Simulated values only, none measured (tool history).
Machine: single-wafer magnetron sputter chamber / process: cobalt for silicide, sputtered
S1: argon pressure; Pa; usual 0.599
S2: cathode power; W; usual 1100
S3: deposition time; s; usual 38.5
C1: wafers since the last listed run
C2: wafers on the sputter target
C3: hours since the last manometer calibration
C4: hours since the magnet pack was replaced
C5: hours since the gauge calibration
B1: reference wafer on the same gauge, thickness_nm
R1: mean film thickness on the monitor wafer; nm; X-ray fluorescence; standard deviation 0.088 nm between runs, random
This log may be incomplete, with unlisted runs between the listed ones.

run 1 hour=0 | S1=0.599 S2=1100 S3=41.8 | C1=0 C2=1552 C3=352.9 C4=4992.9 C5=916.5 | B1=14.571 | R1=18.819
run 2 hour=102.9 | S1=0.599 S2=1100 S3=41.8 | C1=2063 C2=3615 C3=455.8 C4=5095.8 C5=1019.4 | B1=14.589 | R1=18.4
run 3 hour=185.3 | S1=0.599 S2=1100 S3=41.8 | C1=1652 C2=5267 C3=538.2 C4=5178.2 C5=1101.8 | B1=14.602 | R1=18.378
-- hour=289.6 sputter target and shields replaced
run 4 hour=292.8 | S1=0.599 S2=1100 S3=36.1 | C1=1995 C2=65 C3=645.7 C4=5285.7 C5=1209.3 | B1=14.624 | R1=17.228
run 5 hour=377.2 | S1=0.599 S2=1100 S3=36.1 | C1=1692 C2=1757 C3=730.1 C4=5370.1 C5=1293.7 | B1=14.583 | R1=16.6
run 6 hour=467.9 | S1=0.599 S2=1100 S3=36.1 | C1=1818 C2=3575 C3=820.8 C4=5460.8 C5=1384.4 | B1=14.59 | R1=16.398
run 7 hour=545.8 | S1=0.599 S2=1100 S3=38.5 | C1=1561 C2=5137 C3=898.7 C4=5538.7 C5=1462.3 | B1=14.595 | R1=17.181
-- hour=592.6 sputter target and shields replaced
run 8 hour=593.1 | S1=0.599 S2=1100 S3=38.5 | C1=788 C2=9 C3=946 C4=5586 C5=1509.6 | B1=14.629 | R1=18.353
run 9 hour=668.5 | S1=0.599 S2=1100 S3=38.5 | C1=1511 C2=1521 C3=1021.4 C4=5661.4 C5=1585 | B1=14.628 | R1=17.824
run 10 hour=731.3 | S1=0.599 S2=1100 S3=38.5 | C1=1259 C2=2780 C3=1084.2 C4=5724.2 C5=1647.8 | B1=14.589 | R1=17.462
run 11 hour=781.1 | S1=0.599 S2=1100 S3=38.5 | C1=998 C2=3779 C3=1134 C4=5774 C5=1697.6 | B1=14.601 | R1=17.305
run 12 hour=849.7 | S1=0.599 S2=1100 S3=38.5 | C1=1375 C2=5154 C3=1202.6 C4=5842.6 C5=1766.2 | B1=14.619 | R1=17.297
-- hour=889.9 sputter target and shields replaced
run 13 hour=891.5 | S1=0.599 S2=1250 S3=44.3 | C1=677 C2=33 C3=1244.4 C4=5884.4 C5=1808 | B1=14.575 | R1=24.082
-- hour=929.4 gauge calibrated
run 14 hour=985.5 | S1=0.661 S2=1100 S3=38.5 | C1=1884 C2=1917 C3=1338.4 C4=5978.4 C5=56.1 | B1=14.589 | R1=17.467
run 15 hour=1058.5 | S1=0.599 S2=1100 S3=38.5 | C1=1463 C2=3381 C3=1411.4 C4=6051.4 C5=129.1 | B1=14.567 | R1=17.478
run 16 hour=1108.9 | S1=0.686 S2=1200 S3=38.5 | C1=1010 C2=4392 C3=1461.8 C4=6101.8 C5=179.5 | B1=14.605 | R1=18.347
-- hour=1140.7 capacitance manometer re-zeroed and calibrated
run 17 hour=1189.1 | S1=0.599 S2=1000 S3=34.5 | C1=1447 C2=5839 C3=48.4 C4=6182 C5=259.7 | B1=14.602 | R1=13.673
-- hour=1242.5 sputter target and shields replaced
run 18 hour=1289.1 | S1=0.599 S2=1100 S3=38.5 | C1=1844 C2=934 C3=148.4 C4=6282 C5=359.7 | B1=14.635 | R1=17.585
-- hour=1297.4 magnet pack replaced
run 19 hour=1360.1 | S1=0.599 S2=1100 S3=44.5 | C1=1263 C2=2197 C3=219.4 C4=62.7 C5=430.7 | B1=14.56 | R1=19.906
run 20 hour=1453 | S1=0.599 S2=950 S3=45.6 | C1=1862 C2=4060 C3=312.3 C4=155.6 C5=523.6 | B1=14.576 | R1=17.356
run 21 hour=1517.2 | S1=0.599 S2=1000 S3=33.2 | C1=1287 C2=5347 C3=376.5 C4=219.8 C5=587.8 | B1=14.622 | R1=13.349
-- hour=1548.5 sputter target and shields replaced
run 22 hour=1563 | S1=0.509 S2=900 S3=32.4 | C1=757 C2=291 C3=422.3 C4=265.6 C5=633.6 | B1=14.593 | R1=12.751
run 23 hour=1653.5 | S1=0.468 S2=1000 S3=45.6 | C1=1814 C2=2105 C3=512.8 C4=356.1 C5=724.1 | B1=14.613 | R1=19.552
run 24 hour=1702.8 | S1=0.599 S2=1100 S3=38.5 | C1=988 C2=3094 C3=562.1 C4=405.4 C5=773.4 | B1=14.615 | R1=17.384

For each run, what was the tool's unlogged condition?
gauge reads high (%): 0 on each run
H1: deposition rate above that of a new target (%)
H2: true argon pressure above the setpoint (%)
run=1 H1=-4.69 H2=-8.9
run=2 H1=-6.68 H2=-10.3
run=3 H1=-7.38 H2=-11.3
run=4 H1=-0.211 H2=-12.4
run=5 H1=-3.58 H2=-13
run=6 H1=-5.26 H2=-13.6
run=7 H1=-5.94 H2=-14.1
run=8 H1=-0.674 H2=-14.3
run=9 H1=-3.87 H2=-14.6
run=10 H1=-5.31 H2=-14.9
run=11 H1=-6 H2=-15.1
run=12 H1=-6.57 H2=-15.3
run=13 H1=-0.228 H2=-15.4
run=14 H1=-3.9 H2=-15.6
run=15 H1=-5.25 H2=-15.8
run=16 H1=-5.78 H2=-15.9
run=17 H1=-6.27 H2=-1.32
run=18 H1=-2.51 H2=-3.92
run=19 H1=-4.54 H2=-5.47
run=20 H1=-5.86 H2=-7.19
run=21 H1=-6.3 H2=-8.21
run=22 H1=-0.912 H2=-8.86
run=23 H1=-4.11 H2=-9.98
run=24 H1=-5.03 H2=-10.5
